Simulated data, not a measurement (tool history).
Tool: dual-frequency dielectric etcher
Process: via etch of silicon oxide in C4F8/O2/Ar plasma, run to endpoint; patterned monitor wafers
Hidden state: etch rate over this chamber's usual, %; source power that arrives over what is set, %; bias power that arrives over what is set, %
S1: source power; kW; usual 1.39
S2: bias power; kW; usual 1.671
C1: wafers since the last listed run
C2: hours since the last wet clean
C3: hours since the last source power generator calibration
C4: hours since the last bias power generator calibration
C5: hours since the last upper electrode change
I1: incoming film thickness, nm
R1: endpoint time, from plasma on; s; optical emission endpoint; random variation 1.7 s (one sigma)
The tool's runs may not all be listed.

Run 1, hour 0: usual settings; C1 0; C2 381.5; C3 1863.6; C4 2986.1; C5 5402.6; I1 1498.9. Result: R1 359.1 s.
Run 2, hour 16.4: usual settings; C1 120; C2 397.9; C3 1880; C4 3002.5; C5 5419; I1 1488.9. Result: R1 361.2 s.
Run 3, hour 27.4: usual settings; C1 80; C2 408.9; C3 1891; C4 3013.5; C5 5430; I1 1482.5. Result: R1 358.3 s.
At hour 62: wet clean of the chamber.
Run 4, hour 62.5: usual settings; C1 81; C2 0.5; C3 1926.1; C4 3048.6; C5 5465.1; I1 1511.6. Result: R1 377.6 s.
Run 5, hour 62.9: usual settings; C1 2; C2 0.9; C3 1926.5; C4 3049; C5 5465.5; I1 1492.2. Result: R1 375 s.
Run 6, hour 63.3: usual settings; C1 2; C2 1.3; C3 1926.9; C4 3049.4; C5 5465.9; I1 1504.7. Result: R1 375.9 s.
At hour 87.5: source power generator calibrated.
At hour 95.7: wet clean of the chamber, repeated, since the last time left the tool worse.
Run 7, hour 96.2: usual settings but S1 1.64 kW, S2 1.886 kW; C1 152; C2 0.5; C3 8.7; C4 3082.3; C5 5498.8; I1 1500.2. Result: R1 323.4 s.
Run 8, hour 96.6: usual settings but S1 1.64 kW, S2 1.886 kW; C1 2; C2 0.9; C3 9.1; C4 3082.7; C5 5499.2; I1 1481.2. Result: R1 318.1 s.
Run 9, hour 97.2: usual settings but S1 1.15 kW, S2 1.866 kW; C1 4; C2 1.5; C3 9.7; C4 3083.3; C5 5499.8; I1 1490.3. Result: R1 361.6 s.
Run 10, hour 105.9: usual settings but S2 1.474 kW; C1 63; C2 10.2; C3 18.4; C4 3092; C5 5508.5; I1 1496.9. Result: R1 360.6 s.
Run 11, hour 115: usual settings; C1 66; C2 19.3; C3 27.5; C4 3101.1; C5 5517.6; I1 1490.1. Result: R1 346 s.
At hour 128: bias power generator calibrated.
At hour 149.7: upper electrode replaced.
Run 12, hour 150.2: usual settings; C1 69; C2 54.5; C3 62.7; C4 22.2; C5 0.5; I1 1480.1. Result: R1 344.4 s.
Run 13, hour 150.6: usual settings but S2 1.349 kW; C1 2; C2 54.9; C3 63.1; C4 22.6; C5 0.9; I1 1481.4. Result: R1 366.9 s.
Run 14, hour 153.9: usual settings but S1 1.53 kW, S2 1.271 kW; C1 24; C2 58.2; C3 66.4; C4 25.9; C5 4.2; I1 1494.3. Result: R1 362.7 s.
Run 15, hour 161.7: usual settings; C1 57; C2 66; C3 74.2; C4 33.7; C5 12; I1 1500.7. Result: R1 349.8 s.
Run 16, hour 179: usual settings but S1 1.58 kW, S2 1.47 kW; C1 127; C2 83.3; C3 91.5; C4 51; C5 29.3; I1 1510.7. Result: R1 349.6 s.
Run 17, hour 189.2: usual settings but S1 1.58 kW, S2 2.064 kW; C1 74; C2 93.5; C3 101.7; C4 61.2; C5 39.5; I1 1491.8. Result: R1 317.3 s.

4 ways to go on from here, each from the tool as it stands after run 17. What would each give?
Run A, hour 189.7: usual settings; C1 3; C2 94; C3 102.2; C4 61.7; C5 40; I1 1524.4. Result: R1 ?.
Run B, hour 189.7: usual settings but S1 1.14 kW, S2 1.421 kW; C1 3; C2 94; C3 102.2; C4 61.7; C5 40; I1 1524.4. Result: R1 ?.
Run C, hour 189.7: usual settings but S1 1.5 kW, S2 1.267 kW; C1 3; C2 94; C3 102.2; C4 61.7; C5 40; I1 1524.4. Result: R1 ?.
Run D, hour 189.7: usual settings but S1 1.65 kW; C1 3; C2 94; C3 102.2; C4 61.7; C5 40; I1 1524.4. Result: R1 ?.

run     R1
  A  356.7
  B  395.8
  C  370.9
  D  336.6
Without the tool's hidden state the same runs would have given:
run     R1
  A  354.3
  B  393.1
  C  368.4
  D  334.3

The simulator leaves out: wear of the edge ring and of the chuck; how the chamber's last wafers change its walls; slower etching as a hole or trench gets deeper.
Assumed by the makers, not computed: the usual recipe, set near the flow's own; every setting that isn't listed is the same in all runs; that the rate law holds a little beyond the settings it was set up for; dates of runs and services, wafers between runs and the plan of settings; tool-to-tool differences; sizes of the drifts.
